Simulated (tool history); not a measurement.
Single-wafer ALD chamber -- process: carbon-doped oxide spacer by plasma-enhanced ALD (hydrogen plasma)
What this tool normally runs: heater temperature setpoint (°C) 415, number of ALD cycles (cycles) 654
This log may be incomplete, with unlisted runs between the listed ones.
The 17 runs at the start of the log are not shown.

run,hour,heater temperature setpoint (°C),number of ALD cycles (cycles),"read-back reference wafer on the same gauge, thickness_nm",mean film thickness on the monitor wafer (Å)
18,543.4,415,654,34.609,314.16
19,571.7,415,654,34.587,314.21
20,606.3,424,612,34.591,285.72
21,627.2,404,533,34.583,267.06
22,648.3,415,761,34.623,366.37
23,668.9,415,654,34.696,316.37
24,690.1,415,654,34.659,315.90
25,718.3,415,654,34.706,315.88
26,742.3,401,549,34.712,277.40
27,763.9,400,654,34.714,330.48
28,777.3,408,690,34.787,341.76
29,794.1,428,699,34.786,322.94
30,815.9,405,567,34.802,282.75
31,835.8,415,540,34.823,261.08

What if the next run were any one of these 3? Each begins from the tool's condition after run 31:
A,837.2,409,654,?,?
B,837.2,421,654,?,?
C,837.2,409,547,?,?

run,"read-back reference wafer on the same gauge, thickness_nm",mean film thickness on the monitor wafer (Å)
A,34.803,323.29
B,34.803,309.69
C,34.803,270.40
With no hidden state in the tool, these same runs would have given:
run,mean film thickness on the monitor wafer (Å)
A,321.21
B,307.70
C,268.66
